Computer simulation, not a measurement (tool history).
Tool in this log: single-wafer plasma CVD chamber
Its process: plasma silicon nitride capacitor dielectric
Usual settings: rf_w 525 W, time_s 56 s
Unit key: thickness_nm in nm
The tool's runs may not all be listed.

run	hour	rf_w	time_s	wafers since the last listed run	hours since the last RF generator calibration	hours since the showerhead was replaced	hours since the gauge calibration	read-back reference wafer on the same gauge, thickness_nm	thickness_nm
1	0	555	63.6	0	660.4	6465.9	1994.3	74.109	90.204
2	64.9	555	63.6	1060	725.3	6530.8	2059.2	74.167	90.454
3	132.5	490	56	1104	792.9	6598.4	2126.8	74.174	77.026
4	428.1	490	56	4829	1088.5	6894	2422.4	74.233	77.013
5	507.1	525	59	1290	1167.5	6973	2501.4	74.2	82.262
6	612.7	525	59	1725	1273.1	7078.6	2607	74.169	82.269
7	674	525	59	1001	1334.4	7139.9	2668.3	74.203	82.372
8	747.1	445	56	1194	1407.5	7213	2741.4	74.263	75.01
9	848.4	445	56	1654	1508.8	7314.3	2842.7	74.202	75.226
10	885.1	445	56	599	1545.5	7351	2879.4	74.175	74.941
11	929.9	585	59.2	731	1590.3	7395.8	2924.2	74.223	84.424
12	1018.8	605	48.2	1452	1679.2	7484.7	3013.1	74.16	69.37
13	1095.5	605	48.2	1253	1755.9	7561.4	3089.8	74.257	68.923
14	1176.8	555	56	1328	1837.2	7642.7	3171.1	74.171	78.849
15	1229.1	555	56	854	1889.5	7695	3223.4	74.186	78.787
# hour 1264.8: showerhead replaced
16	1324.6	525	49.8	1429	1985	59.8	3318.9	74.208	68.985
17	1376.3	525	49.8	844	2036.7	111.5	3370.6	74.209	68.849
18	1412.5	455	48.3	591	2072.9	147.7	3406.8	74.148	64.875
19	1495.5	460	58.3	1356	2155.9	230.7	3489.8	74.155	78.355
20	1550.9	460	58.3	905	2211.3	286.1	3545.2	74.282	78.394
21	1614.2	525	61.9	1034	2274.6	349.4	3608.5	74.165	85.465
# hour 1716: RF generator calibrated
22	1716.5	525	56	1540	0.5	451.7	3710.8	74.166	79.067

For run 23, what comes out?
23	1759.7	445	47.1	705	43.7	494.9	3754	?	?

Run 23 gave read-back reference wafer on the same gauge, thickness_nm 74.228, thickness_nm 64.476 nm.
Were there no unlogged condition in the tool, this run, its random variation unchanged, would have produced thickness_nm 64.513 nm.
